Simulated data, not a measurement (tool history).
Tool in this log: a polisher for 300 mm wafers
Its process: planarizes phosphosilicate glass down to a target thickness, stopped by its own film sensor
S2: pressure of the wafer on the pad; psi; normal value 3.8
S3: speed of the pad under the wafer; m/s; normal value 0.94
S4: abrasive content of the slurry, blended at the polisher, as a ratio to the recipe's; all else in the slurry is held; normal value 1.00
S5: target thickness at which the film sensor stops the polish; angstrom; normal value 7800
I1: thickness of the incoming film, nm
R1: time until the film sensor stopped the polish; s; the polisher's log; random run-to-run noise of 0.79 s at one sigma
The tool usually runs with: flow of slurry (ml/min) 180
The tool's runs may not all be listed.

{"run": 1, "day": 0.0, "flow of slurry (ml/min)": 180, "S2": 3.8, "S3": 0.94, "S4": 1.0, "S5": 7800, "I1": 1495.1, "R1": 73.5}
{"run": 2, "day": 0.567, "flow of slurry (ml/min)": 180, "S2": 3.8, "S3": 0.94, "S4": 0.9, "S5": 6350, "I1": 1460.3, "R1": 89.2}
{"run": 3, "day": 1.192, "flow of slurry (ml/min)": 180, "S2": 3.8, "S3": 0.94, "S4": 1.0, "S5": 7800, "I1": 1478.0, "R1": 71.2}
{"run": 4, "day": 1.504, "flow of slurry (ml/min)": 180, "S2": 3.8, "S3": 0.8, "S4": 0.85, "S5": 6430, "I1": 1465.6, "R1": 105.5}
{"run": 5, "day": 2.1, "flow of slurry (ml/min)": 180, "S2": 4.8, "S3": 1.04, "S4": 1.0, "S5": 7800, "I1": 1484.3, "R1": 58.0}
{"run": 6, "day": 2.625, "flow of slurry (ml/min)": 180, "S2": 3.8, "S3": 0.94, "S4": 1.0, "S5": 7800, "I1": 1468.6, "R1": 71.8}
{"run": 7, "day": 3.233, "flow of slurry (ml/min)": 180, "S2": 3.8, "S3": 0.94, "S4": 1.0, "S5": 7800, "I1": 1477.6, "R1": 73.2}
{"run": 8, "day": 3.596, "flow of slurry (ml/min)": 180, "S2": 3.8, "S3": 0.94, "S4": 1.0, "S5": 6880, "I1": 1444.4, "R1": 79.1}
{"day": 4.271, "done": "worn pad replaced by a new one"}
{"run": 9, "day": 4.292, "flow of slurry (ml/min)": 180, "S2": 3.8, "S3": 1.12, "S4": 1.0, "S5": 7800, "I1": 1473.4, "R1": 66.6}
{"run": 10, "day": 4.717, "flow of slurry (ml/min)": 180, "S2": 4.4, "S3": 1.24, "S4": 1.25, "S5": 6070, "I1": 1494.4, "R1": 61.7}
{"run": 11, "day": 5.079, "flow of slurry (ml/min)": 220, "S2": 3.8, "S3": 0.66, "S4": 0.8, "S5": 7800, "I1": 1459.1, "R1": 97.6}
{"day": 5.454, "done": "slurry nozzle cleaned"}
{"run": 12, "day": 5.475, "flow of slurry (ml/min)": 180, "S2": 3.8, "S3": 0.94, "S4": 0.9, "S5": 7800, "I1": 1459.5, "R1": 75.1}
{"run": 13, "day": 6.054, "flow of slurry (ml/min)": 180, "S2": 4.4, "S3": 0.94, "S4": 1.0, "S5": 7800, "I1": 1476.6, "R1": 66.7}
{"run": 14, "day": 6.412, "flow of slurry (ml/min)": 180, "S2": 3.8, "S3": 0.94, "S4": 1.0, "S5": 7800, "I1": 1486.3, "R1": 75.6}
{"day": 7.029, "done": "conditioning disc replaced and pad reconditioned"}
{"run": 15, "day": 7.05, "flow of slurry (ml/min)": 180, "S2": 3.8, "S3": 0.94, "S4": 1.25, "S5": 7800, "I1": 1475.4, "R1": 66.6}
{"run": 16, "day": 8.517, "flow of slurry (ml/min)": 180, "S2": 3.8, "S3": 0.94, "S4": 0.75, "S5": 7800, "I1": 1461.7, "R1": 90.7}
{"run": 17, "day": 8.804, "flow of slurry (ml/min)": 180, "S2": 3.8, "S3": 0.94, "S4": 1.0, "S5": 5580, "I1": 1481.1, "R1": 100.5}
{"run": 18, "day": 9.162, "flow of slurry (ml/min)": 180, "S2": 3.8, "S3": 0.82, "S4": 1.3, "S5": 7800, "I1": 1492.3, "R1": 73.8}
{"run": 19, "day": 9.433, "flow of slurry (ml/min)": 180, "S2": 3.8, "S3": 0.94, "S4": 1.0, "S5": 7800, "I1": 1481.0, "R1": 76.2}
{"day": 9.85, "done": "worn pad replaced by a new one"}
{"run": 20, "day": 9.912, "flow of slurry (ml/min)": 145, "S2": 3.8, "S3": 0.94, "S4": 1.0, "S5": 7800, "I1": 1483.3, "R1": 80.0}
{"run": 21, "day": 10.192, "flow of slurry (ml/min)": 145, "S2": 3.8, "S3": 0.94, "S4": 1.0, "S5": 7800, "I1": 1489.6, "R1": 80.3}
{"run": 22, "day": 10.788, "flow of slurry (ml/min)": 180, "S2": 3.8, "S3": 0.94, "S4": 1.0, "S5": 10060, "I1": 1474.1, "R1": 52.8}
{"run": 23, "day": 11.421, "flow of slurry (ml/min)": 235, "S2": 3.8, "S3": 0.94, "S4": 1.0, "S5": 7800, "I1": 1441.9, "R1": 72.7}
{"run": 24, "day": 11.9, "flow of slurry (ml/min)": 180, "S2": 3.8, "S3": 0.94, "S4": 1.0, "S5": 7800, "I1": 1479.9, "R1": 78.4}
{"run": 25, "day": 12.429, "flow of slurry (ml/min)": 180, "S2": 3.8, "S3": 0.94, "S4": 1.0, "S5": 7800, "I1": 1485.3, "R1": 79.8}
{"run": 26, "day": 12.921, "flow of slurry (ml/min)": 140, "S2": 3.8, "S3": 0.94, "S4": 1.0, "S5": 6520, "I1": 1459.2, "R1": 94.5}

A few steps of R1 between consecutive runs. Split each: what settings, incoming material and random variation would produce without the hidden state, and what is left over for the hidden state, along with gauge scatter present in only one of the two compared results (measured, and without hidden state):
Hidden state present: removal rate lost through wear of the pad, %; slurry flow missing at the pad, %; deviation of the head's pressure from its setpoint, %; abrasive missing from the slurry, %; time polished since the conditioner stopped cutting, s.
Run 4 -> 5: S2 3.8 -> 4.8, S3 0.80 -> 1.04, S4 0.85 -> 1.00, S5 6430 -> 7800. R1 -47.5 s: hidden state -1.0, all else -46.5.
Run 10 -> 11: flow of slurry (ml/min) 180 -> 220, S2 4.4 -> 3.8, S3 1.24 -> 0.66, S4 1.25 -> 0.80, S5 6070 -> 7800. R1 +35.9 s: hidden state +2.2, all else +33.7.
Run 15 -> 16: S4 1.25 -> 0.75. R1 +24.1 s: hidden state +3.4, all else +20.7.
